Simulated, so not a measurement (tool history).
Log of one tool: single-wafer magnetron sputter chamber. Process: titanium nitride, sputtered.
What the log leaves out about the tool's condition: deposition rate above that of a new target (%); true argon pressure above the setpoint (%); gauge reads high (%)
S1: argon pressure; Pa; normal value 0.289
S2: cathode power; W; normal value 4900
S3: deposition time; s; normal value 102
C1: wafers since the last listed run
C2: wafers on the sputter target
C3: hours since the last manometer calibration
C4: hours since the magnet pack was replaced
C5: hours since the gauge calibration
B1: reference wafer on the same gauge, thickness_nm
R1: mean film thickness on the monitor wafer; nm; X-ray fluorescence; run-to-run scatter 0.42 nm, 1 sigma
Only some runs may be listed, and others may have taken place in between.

Run 1, hour 0: usual settings; C1 0; C2 910; C3 1286.8; C4 5228.4; C5 531.5; B1 82.838. Result: R1 99.916 nm.
Run 2, hour 28.6: usual settings; C1 253; C2 1163; C3 1315.4; C4 5257; C5 560.1; B1 83.05. Result: R1 98.875 nm.
Run 3, hour 55.8: usual settings; C1 241; C2 1404; C3 1342.6; C4 5284.2; C5 587.3; B1 83.06. Result: R1 98.799 nm.
Run 4, hour 93.8: usual settings; C1 336; C2 1741; C3 1380.6; C4 5322.2; C5 625.3; B1 82.981. Result: R1 98.78 nm.
Run 5, hour 140.9: usual settings but S1 0.368 Pa, S2 5800 W; C1 417; C2 2158; C3 1427.7; C4 5369.3; C5 672.4; B1 82.93. Result: R1 105.302 nm.
Run 6, hour 185.9: usual settings but S1 0.368 Pa, S2 5800 W; C1 398; C2 2557; C3 1472.7; C4 5414.3; C5 717.4; B1 83.223. Result: R1 104.738 nm.
Run 7, hour 212.1: usual settings but S1 0.368 Pa, S2 5800 W; C1 232; C2 2789; C3 1498.9; C4 5440.5; C5 743.6; B1 83.114. Result: R1 104.58 nm.
Run 8, hour 269.6: usual settings but S3 113 s; C1 509; C2 3298; C3 1556.4; C4 5498; C5 801.1; B1 83.074. Result: R1 106.916 nm.
At hour 319.7: sputter target and shields replaced.
Run 9, hour 451.9: usual settings but S3 113 s; C1 1544; C2 1171; C3 1738.7; C4 5680.3; C5 983.4; B1 82.933. Result: R1 109.175 nm.
Run 10, hour 508.8: usual settings but S1 0.24 Pa, S2 4300 W; C1 504; C2 1675; C3 1795.6; C4 5737.2; C5 1040.3; B1 82.927. Result: R1 92.665 nm.
Run 11, hour 557.7: usual settings but S1 0.24 Pa, S2 4300 W; C1 433; C2 2108; C3 1844.5; C4 5786.1; C5 1089.2; B1 82.89. Result: R1 92.289 nm.
Run 12, hour 604.5: usual settings but S1 0.24 Pa, S2 4300 W; C1 414; C2 2523; C3 1891.3; C4 5832.9; C5 1136; B1 82.913. Result: R1 91.619 nm.
Run 13, hour 633.2: usual settings but S1 0.331 Pa, S2 5950 W; C1 254; C2 2777; C3 1920; C4 5861.6; C5 1164.7; B1 83.12. Result: R1 108.737 nm.
Run 14, hour 690.2: usual settings; C1 505; C2 3282; C3 1977; C4 5918.6; C5 1221.7; B1 82.929. Result: R1 96.493 nm.
Run 15, hour 754.8: usual settings but S1 0.394 Pa, S3 93 s; C1 572; C2 3855; C3 2041.6; C4 5983.2; C5 1286.3; B1 83.002. Result: R1 83.581 nm.
At hour 796.7: gauge calibrated.
At hour 807.8: sputter target and shields replaced.
Run 16, hour 868.3: usual settings; C1 934; C2 536; C3 2155.1; C4 6096.7; C5 71.6; B1 83.022. Result: R1 99.337 nm.
Run 17, hour 905: usual settings but S1 0.236 Pa, S2 4550 W, S3 91 s; C1 325; C2 861; C3 2191.8; C4 6133.4; C5 108.3; B1 82.89. Result: R1 86.029 nm.
Run 18, hour 936.9: usual settings but S1 0.323 Pa, S2 5350 W, S3 121 s; C1 282; C2 1143; C3 2223.7; C4 6165.3; C5 140.2; B1 83.009. Result: R1 121.653 nm.
Run 19, hour 995.1: usual settings but S2 3900 W; C1 515; C2 1659; C3 2281.9; C4 6223.5; C5 198.4; B1 83.208. Result: R1 84.458 nm.
Run 20, hour 1065.3: usual settings but S2 5450 W; C1 621; C2 2281; C3 2352.1; C4 6293.7; C5 268.6; B1 82.801. Result: R1 103.781 nm.
At hour 1093.9: capacitance manometer re-zeroed and calibrated.
Run 21, hour 1094.4: usual settings but S2 3800 W; C1 186; C2 2468; C3 0.5; C4 6322.8; C5 297.7; B1 83.069. Result: R1 84.544 nm.
At hour 1159.5: magnet pack replaced.
Run 22, hour 1160: usual settings; C1 510; C2 2978; C3 66.1; C4 0.5; C5 363.3; B1 83.116. Result: R1 98.123 nm.
Run 23, hour 1202.5: usual settings but S1 0.351 Pa, S2 5750 W, S3 110 s; C1 376; C2 3355; C3 108.6; C4 43; C5 405.8; B1 83.207. Result: R1 114.07 nm.
At hour 1227.1: sputter target and shields replaced.
Run 24, hour 1236.1: usual settings but S3 113 s; C1 226; C2 80; C3 142.2; C4 76.6; C5 439.4; B1 82.875. Result: R1 112.355 nm.
Run 25, hour 1295.4: usual settings; C1 525; C2 605; C3 201.5; C4 135.9; C5 498.7; B1 83. Result: R1 100.072 nm.
Run 26, hour 1344.3: usual settings; C1 433; C2 1038; C3 250.4; C4 184.8; C5 547.6; B1 83.096. Result: R1 99.647 nm.
Run 27, hour 1372.8: usual settings but S2 6100 W, S3 117 s; C1 252; C2 1291; C3 278.9; C4 213.3; C5 576.1; B1 82.811. Result: R1 130.91 nm.
Run 28, hour 1418.3: usual settings but S1 0.187 Pa, S3 95 s; C1 403; C2 1694; C3 324.4; C4 258.8; C5 621.6; B1 82.972. Result: R1 95.893 nm.
Run 29, hour 1465.9: usual settings; C1 421; C2 2116; C3 372; C4 306.4; C5 669.2; B1 83.203. Result: R1 97.816 nm.
Run 30, hour 1492.8: usual settings; C1 238; C2 2354; C3 398.9; C4 333.3; C5 696.1; B1 83.003. Result: R1 97.451 nm.
Run 31, hour 1538.3: usual settings but S1 0.228 Pa, S2 3800 W, S3 85 s; C1 403; C2 2757; C3 444.4; C4 378.8; C5 741.6; B1 82.955. Result: R1 71.792 nm.
Run 32, hour 1579.3: usual settings but S1 0.342 Pa, S2 6100 W; C1 363; C2 3120; C3 485.4; C4 419.8; C5 782.6; B1 82.905. Result: R1 110.122 nm.
At hour 1615.1: sputter target and shields replaced.
Run 33, hour 1630.5: usual settings but S1 0.23 Pa, S2 4300 W, S3 92 s; C1 382; C2 136; C3 536.6; C4 471; C5 833.8; B1 82.981. Result: R1 86.777 nm.
Run 34, hour 1790.6: usual settings but S1 0.331 Pa, S2 5450 W, S3 121 s; C1 1418; C2 1554; C3 696.7; C4 631.1; C5 993.9; B1 83.085. Result: R1 124.35 nm.

What the log doesn't show, run by run:
gauge reads high (%): 0 on each run
H1: deposition rate above that of a new target (%)
H2: true argon pressure above the setpoint (%)
run      H1      H2
  1   -2.74    3.91
  2   -3.19    4.09
  3   -3.55    4.27
  4   -3.95    4.53
  5   -4.32    4.87
  6   -4.58    5.19
  7    -4.7    5.39
  8   -4.91    5.83
  9   -3.19    7.34
 10   -3.86    7.84
 11   -4.26    8.29
 12   -4.55    8.73
 13   -4.68       9
 14   -4.88    9.56
 15   -5.04    10.2
 16    -1.7    11.4
 17   -2.44    11.8
 18   -2.96    12.2
 19   -3.66    12.8
 20   -4.21    13.6
 21   -4.37  0.0176
 22   -4.64  0.0286
 23   -4.76  0.0472
 24  -0.982  0.0684
 25   -2.55    0.12
 26   -3.46   0.175
 27   -3.86   0.213
 28   -4.37   0.282
 29   -4.76   0.365
 30   -4.93   0.417
 31   -5.16   0.514
 32   -5.32   0.609
 33  -0.529   0.741
 34   -3.56    1.24
